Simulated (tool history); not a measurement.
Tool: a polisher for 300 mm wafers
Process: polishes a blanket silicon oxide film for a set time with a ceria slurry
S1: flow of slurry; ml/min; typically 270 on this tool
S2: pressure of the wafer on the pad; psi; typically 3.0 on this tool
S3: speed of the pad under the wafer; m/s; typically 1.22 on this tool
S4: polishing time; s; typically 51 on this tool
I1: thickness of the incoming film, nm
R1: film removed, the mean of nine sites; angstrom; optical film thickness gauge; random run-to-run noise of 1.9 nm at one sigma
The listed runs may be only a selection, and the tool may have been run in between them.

run,day,S1,S2,S3,S4,I1,R1
1,0.000,270,3.6,1.22,51,1835.0,2734
2,2.271,270,3.0,1.22,51,1839.8,2236
3,5.108,270,3.0,1.22,51,1799.8,2259
4,8.550,270,3.0,1.22,51,1792.4,2285
# day 9.558: head pressure recalibrated
5,10.154,300,3.0,1.22,51,1823.9,2222
# day 12.033: slurry nozzle cleaned
6,12.325,300,3.0,1.22,51,1830.8,2214
# day 13.433: worn pad replaced by a new one
7,15.392,270,3.0,1.22,51,1832.9,2174
8,17.462,270,3.0,1.22,38,1837.7,1661
9,21.433,270,3.0,0.90,51,1823.5,1645
10,25.479,270,3.0,0.90,51,1846.9,1635
11,28.567,270,3.0,1.48,51,1831.0,2742
# day 29.288: worn pad replaced by a new one
12,32.150,270,3.0,1.22,51,1794.0,2263
13,34.500,270,3.0,1.22,51,1803.2,2260
# day 37.012: head pressure recalibrated
14,37.750,270,3.0,1.22,51,1806.6,2213
15,44.525,300,3.0,1.22,51,1842.2,2240
16,47.104,270,3.0,1.22,51,1808.8,2236
# day 48.404: worn pad replaced by a new one
# day 48.712: slurry nozzle cleaned
17,50.804,270,2.1,1.22,51,1809.9,1599
18,52.342,270,3.0,1.22,51,1841.2,2274
19,55.088,270,3.0,0.82,51,1854.0,1519
20,58.458,270,3.0,1.40,51,1815.5,2572

Run 21 is up next; what results do you expect?
21,61.225,295,2.4,1.60,39,1821.0,?

{"run 21": {"R1": 1859}}
Take away the tool's hidden state, keep the run-to-run variation as it was, and the same run would have given R1 1777 angstrom.
